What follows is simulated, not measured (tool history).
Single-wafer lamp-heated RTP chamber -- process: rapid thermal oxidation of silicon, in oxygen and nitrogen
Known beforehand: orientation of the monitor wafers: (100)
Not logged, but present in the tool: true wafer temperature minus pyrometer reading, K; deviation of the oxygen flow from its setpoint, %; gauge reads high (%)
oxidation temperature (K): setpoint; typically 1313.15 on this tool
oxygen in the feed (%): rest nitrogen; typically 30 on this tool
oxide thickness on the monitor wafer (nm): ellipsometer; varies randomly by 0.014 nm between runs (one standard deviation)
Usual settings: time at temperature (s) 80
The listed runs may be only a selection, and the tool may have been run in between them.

run    hour  oxidation temperature (K)  time at temperature (s)  oxygen in the feed (%)  wafers since the last listed run  wafers since the last pyrometer calibration  hours since the oxygen flow controller was replaced  hours since the gauge calibration  read-back reference wafer on the same gauge, thickness  oxide thickness on the monitor wafer (nm)
  1       0                    1313.15                       59                      30                                 0                                         3137                                               4266.1                             1168.4                                                   4.871                                      5.357
  2    81.8                    1313.15                       59                      30                               687                                         3824                                               4347.9                             1250.2                                                    4.87                                      5.342
  3   167.1                    1313.15                       59                      30                               716                                         4541                                               4433.2                             1335.5                                                    4.87                                      5.338
  4   256.3                    1313.15                       80                      30                               749                                         5290                                               4522.4                             1424.7                                                   4.871                                      6.103
  5     354                    1313.15                       80                      30                               820                                         6111                                               4620.1                             1522.4                                                   4.869                                       6.11
  6   401.5                    1330.15                       80                      30                               399                                         6510                                               4667.6                             1569.9                                                   4.868                                       6.87
      490.4  -- pyrometer window cleaned and pyrometer calibrated
  7   508.3                    1330.15                       80                      30                               829                                          150                                               4774.4                             1676.7                                                   4.869                                      6.827
  8   578.8                    1313.15                       80                      30                               592                                          742                                               4844.9                             1747.2                                                   4.871                                      6.069
  9   636.1                    1313.15                       80                      30                               481                                         1224                                               4902.2                             1804.5                                                    4.87                                      6.083
        670  -- oxygen flow controller replaced
 10   716.8                    1313.15                       80                      30                               610                                         1834                                                 46.8                             1885.2                                                   4.869                                      6.065
 11   821.4                    1299.15                       80                      17                               878                                         2713                                                151.4                             1989.8                                                   4.868                                        4.6
        868  -- gauge calibrated
 12   880.1                    1313.15                       80                      30                               493                                         3206                                                210.1                               12.1                                                   4.868                                      6.059
 13   916.3                    1313.15                       42                      17                               304                                         3510                                                246.3                               48.3                                                   4.875                                      3.879
 14   977.8                    1313.15                       44                      17                               516                                         4027                                                307.8                              109.8                                                   4.871                                      3.952
 15  1072.4                    1313.15                       80                      30                               794                                         4822                                                402.4                              204.4                                                   4.869                                      6.106
     1224.8  -- pyrometer window cleaned and pyrometer calibrated
 16  1291.9                    1313.15                       50                      30                              1776                                          563                                                621.9                              423.9                                                   4.868                                       4.97
 17  1360.4                    1313.15                       61                      17                               575                                         1138                                                690.4                              492.4                                                   4.868                                      4.483
 18  1431.2                    1284.15                       99                      30                               594                                         1733                                                761.2                              563.2                                                    4.87                                      5.455
 19  1524.2                    1328.15                      107                      48                               781                                         2514                                                854.2                              656.2                                                   4.872                                      9.036
 20  1666.6                    1305.15                       80                      56                              1196                                         3711                                                996.6                              798.6                                                   4.872                                      7.156

Here are 3 independent what-if runs from the current tool condition. What would each one return?
  A  1667                    1313.15                       80                      30                                 3                                         3714                                                  997                                799                                                       ?                                          ?
  B  1667                    1313.15                       80                      53                                 3                                         3714                                                  997                                799                                                       ?                                          ?
  C  1667                    1338.15                       80                      51                                 3                                         3714                                                  997                                799                                                       ?                                          ?

run  read-back reference wafer on the same gauge, thickness  oxide thickness on the monitor wafer (nm)
  A                                                   4.873                                       6.07
  B                                                   4.873                                      7.408
  C                                                   4.873                                       8.66
Take away the tool's hidden state, keep each run's random variation, and the runs would have read:
run  oxide thickness on the monitor wafer (nm)
  A                                      6.035
  B                                      7.365
  C                                      8.611

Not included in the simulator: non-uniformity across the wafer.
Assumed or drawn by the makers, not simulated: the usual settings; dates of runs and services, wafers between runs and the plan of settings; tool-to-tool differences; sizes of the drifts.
